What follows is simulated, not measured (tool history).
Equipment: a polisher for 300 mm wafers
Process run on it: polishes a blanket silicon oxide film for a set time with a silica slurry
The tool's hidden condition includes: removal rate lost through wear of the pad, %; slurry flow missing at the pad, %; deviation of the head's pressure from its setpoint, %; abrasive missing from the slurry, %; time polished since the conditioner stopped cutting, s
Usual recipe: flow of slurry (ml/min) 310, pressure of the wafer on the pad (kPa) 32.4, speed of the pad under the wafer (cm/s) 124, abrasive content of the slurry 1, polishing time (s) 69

run	day	flow of slurry (ml/min)	pressure of the wafer on the pad (kPa)	speed of the pad under the wafer (cm/s)	abrasive content of the slurry	polishing time (s)	wafers since the last listed run	wafers polished on this pad	hours since the slurry nozzle was cleaned	hours since the head pressure was calibrated	hours since the slurry blender was calibrated	hours since the conditioning disc was replaced	incoming thickness of the incoming film, nm	film removed (nm)
1	0	310	32.4	124	0.8	69	0	419	568	1393.3	59.7	55.6	1389.7	250.9
2	0.85	310	25.5	124	0.9	69	148	567	588.4	1413.7	80.1	76	1362.9	203.7
# day 1.479: slurry nozzle cleaned
3	1.854	310	32.4	124	1	69	167	735	9	1437.8	104.2	100.1	1381.8	272.6
# day 1.942: head pressure recalibrated
4	2.867	310	32.4	112	1	88	161	897	33.3	22.2	128.5	124.4	1378.8	293.6
5	5.288	285	32.4	124	1	69	421	1319	91.4	80.3	186.6	182.5	1380.8	247.9
# day 5.471: worn pad replaced by a new one
6	6.15	310	40	164	1	51	121	118	112.1	101	207.3	203.2	1395.1	281.2
# day 6.85: slurry blender recalibrated
7	6.871	205	32.4	124	1	69	111	229	129.4	118.3	0.5	220.5	1369.2	235.3
# day 7.538: conditioning disc replaced and pad reconditioned
8	8.267	310	38.6	124	1.1	69	228	458	162.9	151.8	34	17.5	1366.8	303.3
9	9.083	350	32.4	124	1	69	142	600	182.5	171.4	53.6	37.1	1364.6	246.6
10	10.029	310	23.4	136	1.1	69	164	765	205.2	194.1	76.3	59.8	1379.9	197.2
11	10.779	310	32.4	124	1	69	130	896	223.2	212.1	94.3	77.8	1362.6	248.1
12	12.117	280	35.9	124	1	69	233	1129	255.3	244.2	126.4	109.9	1392	272
13	13.112	240	23.4	124	1.2	69	173	1302	279.2	268.1	150.3	133.8	1359	185.7
# day 14.2: worn pad replaced by a new one
14	14.221	310	32.4	124	1	69	164	3	305.8	294.7	176.9	160.4	1384.5	247.4
15	15.3	245	32.4	92	1	57	188	191	331.7	320.6	202.8	186.3	1372.9	157.4
# day 16.275: conditioning disc replaced and pad reconditioned
16	16.292	310	36.5	80	1	81	158	349	355.5	344.4	226.6	0.4	1350.3	232.7
# day 17.108: slurry blender recalibrated
17	17.129	310	32.4	124	1	69	131	481	375.6	364.5	0.5	20.5	1382	246.2
18	18.254	395	38.6	86	1	69	196	677	402.6	391.5	27.5	47.5	1373.7	224.7
19	19.196	370	32.4	124	0.7	87	164	841	425.2	414.1	50.1	70.1	1375.9	283.2
20	19.829	415	39.3	106	1.25	69	110	951	440.4	429.3	65.3	85.3	1368.8	287.8
21	21.246	355	37.9	106	1	61	246	1198	474.4	463.3	99.3	119.3	1373.5	229.2
22	22.412	380	29	124	1	69	203	1402	502.4	491.3	127.3	147.3	1393	224.3
# day 23.704: worn pad replaced by a new one
23	23.812	410	32.4	124	1	69	214	18	536	524.9	160.9	180.9	1379.7	254.5
# day 23.896: slurry nozzle cleaned
# day 24.354: conditioning disc replaced and pad reconditioned
24	24.533	310	32.4	124	1	69	103	122	15.3	542.2	178.2	4.3	1388.6	248.4
25	25.108	280	35.9	124	1	69	100	222	29.1	556	192	18.1	1351.5	272.7
26	26.217	255	26.9	124	0.75	88	193	415	55.7	582.6	218.6	44.7	1382.5	235.3

Forecast each of these 3 alternatives for the next run:
A	26.233	390	32.4	124	1	69	2	418	56.1	583	219	45.1	1371.5	?
B	26.233	235	32.4	124	1.1	57	2	418	56.1	583	219	45.1	1371.5	?
C	26.233	310	32.4	104	1	69	2	418	56.1	583	219	45.1	1371.5	?

run	film removed (nm)
A	254.6
B	206.6
C	217.2
With no hidden state in the tool, these same runs would have given:
run	film removed (nm)
A	252.6
B	205
C	215.5

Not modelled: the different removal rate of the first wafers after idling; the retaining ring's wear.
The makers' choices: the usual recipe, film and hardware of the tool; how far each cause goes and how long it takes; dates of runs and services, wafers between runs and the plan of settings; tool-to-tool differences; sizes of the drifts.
